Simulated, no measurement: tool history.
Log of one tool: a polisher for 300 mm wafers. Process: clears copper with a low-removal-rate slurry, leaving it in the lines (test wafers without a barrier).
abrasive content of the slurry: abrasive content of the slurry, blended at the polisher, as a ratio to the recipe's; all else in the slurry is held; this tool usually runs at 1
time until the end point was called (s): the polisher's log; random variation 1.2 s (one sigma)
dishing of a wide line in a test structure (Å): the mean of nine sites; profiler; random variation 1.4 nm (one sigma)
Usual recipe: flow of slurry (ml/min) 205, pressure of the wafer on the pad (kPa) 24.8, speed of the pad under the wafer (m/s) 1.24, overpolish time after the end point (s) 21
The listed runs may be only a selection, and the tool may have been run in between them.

run	day	flow of slurry (ml/min)	pressure of the wafer on the pad (kPa)	speed of the pad under the wafer (m/s)	abrasive content of the slurry	overpolish time after the end point (s)	incoming thickness of the incoming film, nm	time until the end point was called (s)	dishing of a wide line in a test structure (Å)
1	0	205	24.8	1.24	1.15	21	579	105.3	609
# day 0.446: worn pad replaced by a new one
2	0.688	205	24.8	1.24	1	21	590.2	110.7	613
3	0.954	205	24.8	1.24	1	21	584.7	108.4	603
4	1.258	205	24.8	1.24	1	21	589.6	109	575
5	1.779	205	18.6	0.96	1	21	579.5	179.5	403
6	2.262	205	18.6	0.96	1	21	590.2	181	418
7	2.908	205	18.6	0.96	1	21	582.9	182.3	411
8	3.429	205	24.8	1.24	1	21	584.2	111.2	575
9	3.967	205	24.8	1.24	1	21	592.1	112.2	566
# day 4.604: worn pad replaced by a new one
10	4.675	205	24.8	1.24	1	21	585.8	111.4	574
# day 4.808: slurry blender recalibrated
11	5.158	205	30.3	1.24	1	21	584.6	90.4	661
12	5.612	205	24.8	1.24	1	21	592.3	111.5	592
13	6.017	235	31.7	1.24	0.75	21	588.8	90.5	689
# day 6.229: slurry nozzle cleaned
14	8.142	235	29	1.58	1	30	588.6	81.1	843
# day 8.579: slurry nozzle cleaned, repeated, since the last time left the tool worse
# day 8.629: worn pad replaced by a new one
15	8.654	205	24.8	1.24	1	8	589.8	107.4	280
16	9.35	205	30.3	1.24	1	34	587.2	89.2	868
17	9.679	255	31	0.86	1	21	585.2	116.3	571
18	10.104	205	21.4	0.9	1	21	584.3	163.3	440
# day 10.729: head pressure recalibrated
19	10.75	205	24.8	1.24	1.2	21	587.3	103.1	592
20	11.179	170	24.8	1.24	0.8	21	595.6	115.5	587
# day 11.862: worn pad replaced by a new one
21	11.883	205	24.8	1.24	1	21	594.1	109.1	579
22	12.454	205	24.8	1.24	1	21	583.8	106.9	588
23	12.867	205	33.8	1.64	1	28	589.3	62.8	900
24	13.258	205	24.8	1.24	1	12	587.7	109.1	406
# day 13.662: slurry blender recalibrated
25	13.738	270	32.4	1.12	0.7	21	577.9	93	682
26	14.167	150	19.3	1.24	1	21	577.9	143	460
27	14.825	205	24.8	1.24	1	21	581	108.2	594
28	15.45	145	24.8	1.36	1.15	13	578.6	100	452
# day 16.017: worn pad replaced by a new one
29	16.042	205	24.8	1.24	1	21	588.6	108.7	591

Predict each of these 3 candidate next runs independently; none follows another, all start after run 29:
A	16.062	205	33.8	1.24	1	21	576.7	?	?
B	16.062	205	24.8	0.82	1.2	21	576.7	?	?
C	16.062	205	32.4	1.24	0.8	21	576.7	?	?

run	time until the end point was called (s)	dishing of a wide line in a test structure (Å)
A	79.1	731
B	147.5	485
C	85.9	697
Take away the tool's hidden state, keep each run's random variation, and the runs would have read:
run	time until the end point was called (s)	dishing of a wide line in a test structure (Å)
A	78.2	735
B	145.9	488
C	84.9	701

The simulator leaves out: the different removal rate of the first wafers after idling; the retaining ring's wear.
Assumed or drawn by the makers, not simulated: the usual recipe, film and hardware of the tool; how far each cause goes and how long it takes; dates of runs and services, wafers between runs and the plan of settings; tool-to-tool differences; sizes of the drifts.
